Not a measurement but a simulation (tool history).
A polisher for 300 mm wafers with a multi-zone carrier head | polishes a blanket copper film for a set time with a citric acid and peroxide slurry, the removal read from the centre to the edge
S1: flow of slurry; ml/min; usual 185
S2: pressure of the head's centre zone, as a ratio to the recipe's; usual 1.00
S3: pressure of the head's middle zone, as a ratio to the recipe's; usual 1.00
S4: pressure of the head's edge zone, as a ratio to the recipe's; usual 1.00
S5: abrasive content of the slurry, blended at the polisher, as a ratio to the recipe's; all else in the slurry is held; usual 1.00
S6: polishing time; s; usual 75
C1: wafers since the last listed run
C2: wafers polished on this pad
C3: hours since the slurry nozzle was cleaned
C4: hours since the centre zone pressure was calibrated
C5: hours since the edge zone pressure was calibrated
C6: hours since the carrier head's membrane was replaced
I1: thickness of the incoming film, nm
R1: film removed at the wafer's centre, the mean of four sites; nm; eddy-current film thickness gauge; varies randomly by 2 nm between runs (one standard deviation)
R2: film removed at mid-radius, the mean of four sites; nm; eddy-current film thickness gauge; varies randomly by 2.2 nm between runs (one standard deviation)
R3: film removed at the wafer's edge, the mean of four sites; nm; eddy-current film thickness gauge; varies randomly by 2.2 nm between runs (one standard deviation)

{"run": 1, "hour": 0.0, "S1": 185, "S2": 1.0, "S3": 1.0, "S4": 1.0, "S5": 1.0, "S6": 75, "C1": 0, "C2": 81, "C3": 442.7, "C4": 728.9, "C5": 506.5, "C6": 679.9, "I1": 586.1, "R1": 243.7, "R2": 222.4, "R3": 222.3}
{"run": 2, "hour": 45.4, "S1": 185, "S2": 1.0, "S3": 1.0, "S4": 1.0, "S5": 1.0, "S6": 75, "C1": 328, "C2": 410, "C3": 488.1, "C4": 774.3, "C5": 551.9, "C6": 725.3, "I1": 581.6, "R1": 241.4, "R2": 220.4, "R3": 219.4}
{"run": 3, "hour": 79.7, "S1": 185, "S2": 1.0, "S3": 1.0, "S4": 1.0, "S5": 1.0, "S6": 75, "C1": 248, "C2": 658, "C3": 522.4, "C4": 808.6, "C5": 586.2, "C6": 759.6, "I1": 579.4, "R1": 241.6, "R2": 220.2, "R3": 220.4}
{"run": 4, "hour": 107.9, "S1": 185, "S2": 1.0, "S3": 1.0, "S4": 1.0, "S5": 1.0, "S6": 75, "C1": 204, "C2": 862, "C3": 550.6, "C4": 836.8, "C5": 614.4, "C6": 787.8, "I1": 572.7, "R1": 245.4, "R2": 223.2, "R3": 217.3}
{"hour": 147.9, "done": "worn pad replaced by a new one"}
{"run": 5, "hour": 155.3, "S1": 185, "S2": 1.0, "S3": 1.0, "S4": 1.0, "S5": 1.0, "S6": 75, "C1": 314, "C2": 53, "C3": 598.0, "C4": 884.2, "C5": 661.8, "C6": 835.2, "I1": 587.3, "R1": 240.5, "R2": 221.6, "R3": 224.3}
{"run": 6, "hour": 213.6, "S1": 185, "S2": 1.0, "S3": 1.0, "S4": 1.0, "S5": 1.1, "S6": 75, "C1": 422, "C2": 475, "C3": 656.3, "C4": 942.5, "C5": 720.1, "C6": 893.5, "I1": 575.0, "R1": 250.9, "R2": 227.6, "R3": 225.2}
{"run": 7, "hour": 238.3, "S1": 185, "S2": 1.0, "S3": 1.0, "S4": 1.0, "S5": 1.1, "S6": 75, "C1": 178, "C2": 654, "C3": 681.0, "C4": 967.2, "C5": 744.8, "C6": 918.2, "I1": 593.1, "R1": 248.0, "R2": 228.2, "R3": 226.2}
{"hour": 251.9, "done": "centre zone pressure recalibrated"}
{"run": 8, "hour": 281.1, "S1": 185, "S2": 1.0, "S3": 1.0, "S4": 1.0, "S5": 1.1, "S6": 75, "C1": 295, "C2": 949, "C3": 723.8, "C4": 29.2, "C5": 787.6, "C6": 961.0, "I1": 575.8, "R1": 226.1, "R2": 228.9, "R3": 224.4}
{"run": 9, "hour": 307.6, "S1": 185, "S2": 1.0, "S3": 1.0, "S4": 1.0, "S5": 1.0, "S6": 75, "C1": 191, "C2": 1141, "C3": 750.3, "C4": 55.7, "C5": 814.1, "C6": 987.5, "I1": 580.8, "R1": 222.3, "R2": 222.1, "R3": 218.3}
{"hour": 313.1, "done": "slurry nozzle cleaned"}
{"hour": 315.0, "done": "worn pad replaced by a new one"}
{"hour": 320.7, "done": "edge zone pressure recalibrated"}
{"run": 10, "hour": 369.3, "S1": 185, "S2": 1.0, "S3": 1.0, "S4": 1.0, "S5": 1.0, "S6": 75, "C1": 411, "C2": 378, "C3": 56.2, "C4": 117.4, "C5": 48.6, "C6": 1049.2, "I1": 588.8, "R1": 229.8, "R2": 222.6, "R3": 220.2}
{"run": 11, "hour": 401.7, "S1": 135, "S2": 1.0, "S3": 1.0, "S4": 0.89, "S5": 1.25, "S6": 75, "C1": 234, "C2": 613, "C3": 88.6, "C4": 149.8, "C5": 81.0, "C6": 1081.6, "I1": 583.2, "R1": 228.7, "R2": 221.2, "R3": 212.0}
{"run": 12, "hour": 460.5, "S1": 185, "S2": 1.0, "S3": 1.11, "S4": 1.0, "S5": 1.0, "S6": 75, "C1": 425, "C2": 1039, "C3": 147.4, "C4": 208.6, "C5": 139.8, "C6": 1140.4, "I1": 572.9, "R1": 232.1, "R2": 245.5, "R3": 220.9}
{"hour": 492.7, "done": "worn pad replaced by a new one"}
{"run": 13, "hour": 500.3, "S1": 185, "S2": 1.0, "S3": 1.0, "S4": 1.0, "S5": 1.0, "S6": 75, "C1": 259, "C2": 54, "C3": 187.2, "C4": 248.4, "C5": 179.6, "C6": 1180.2, "I1": 584.0, "R1": 234.8, "R2": 221.4, "R3": 223.0}
{"run": 14, "hour": 562.7, "S1": 185, "S2": 0.93, "S3": 1.04, "S4": 1.0, "S5": 1.15, "S6": 75, "C1": 451, "C2": 506, "C3": 249.6, "C4": 310.8, "C5": 242.0, "C6": 1242.6, "I1": 574.2, "R1": 231.6, "R2": 239.2, "R3": 230.4}
{"hour": 601.6, "done": "carrier head's membrane replaced by a new one"}
{"run": 15, "hour": 626.9, "S1": 185, "S2": 0.9, "S3": 1.0, "S4": 0.94, "S5": 1.0, "S6": 96, "C1": 428, "C2": 935, "C3": 313.8, "C4": 375.0, "C5": 306.2, "C6": 25.3, "I1": 576.1, "R1": 277.5, "R2": 284.7, "R3": 272.3}
{"hour": 631.8, "done": "worn pad replaced by a new one"}
{"run": 16, "hour": 691.2, "S1": 185, "S2": 1.0, "S3": 1.0, "S4": 1.0, "S5": 1.0, "S6": 68, "C1": 436, "C2": 430, "C3": 378.1, "C4": 439.3, "C5": 370.5, "C6": 89.6, "I1": 580.7, "R1": 218.6, "R2": 204.7, "R3": 203.2}
{"run": 17, "hour": 733.7, "S1": 185, "S2": 1.0, "S3": 1.05, "S4": 1.0, "S5": 1.0, "S6": 75, "C1": 307, "C2": 737, "C3": 420.6, "C4": 481.8, "C5": 413.0, "C6": 132.1, "I1": 583.2, "R1": 236.4, "R2": 235.1, "R3": 222.7}
{"run": 18, "hour": 768.1, "S1": 185, "S2": 1.0, "S3": 1.0, "S4": 0.94, "S5": 1.0, "S6": 75, "C1": 249, "C2": 986, "C3": 455.0, "C4": 516.2, "C5": 447.4, "C6": 166.5, "I1": 582.5, "R1": 241.1, "R2": 222.8, "R3": 213.8}
{"hour": 796.4, "done": "worn pad replaced by a new one"}
{"run": 19, "hour": 816.5, "S1": 215, "S2": 1.0, "S3": 0.94, "S4": 1.0, "S5": 0.9, "S6": 59, "C1": 321, "C2": 145, "C3": 503.4, "C4": 564.6, "C5": 495.8, "C6": 214.9, "I1": 573.4, "R1": 195.2, "R2": 165.6, "R3": 169.7}

Table of differences, measured result less the result of that run with no hidden state. Run-to-run variation is the same in both. Gauge scatter possibly is not:
The tool's hidden condition here consists of: removal rate lost through wear of the pad, %; slurry flow missing at the pad, %; deviation of the centre zone's pressure from its setpoint, %; deviation of the edge zone's pressure from its setpoint, %.
run=1 R1=+19.6
run=2 R1=+19.9
run=3 R1=+20.2
run=4 R1=+20.7
run=5 R1=+20.6
run=6 R1=+21.9
run=7 R1=+21.7
run=8 R1=+1.7
run=9 R1=+3.4
run=10 R1=+7.2
run=11 R1=+8.9
run=12 R1=+11.6
run=13 R1=+13.4
run=14 R1=+15.3
run=15 R1=+20.6
run=16 R1=+17.4
run=17 R1=+19.6
run=18 R1=+20.7
run=19 R1=+17.4
R2: within 0.2 nm of the measured result in every run.
R3: the difference is 0 for every run.

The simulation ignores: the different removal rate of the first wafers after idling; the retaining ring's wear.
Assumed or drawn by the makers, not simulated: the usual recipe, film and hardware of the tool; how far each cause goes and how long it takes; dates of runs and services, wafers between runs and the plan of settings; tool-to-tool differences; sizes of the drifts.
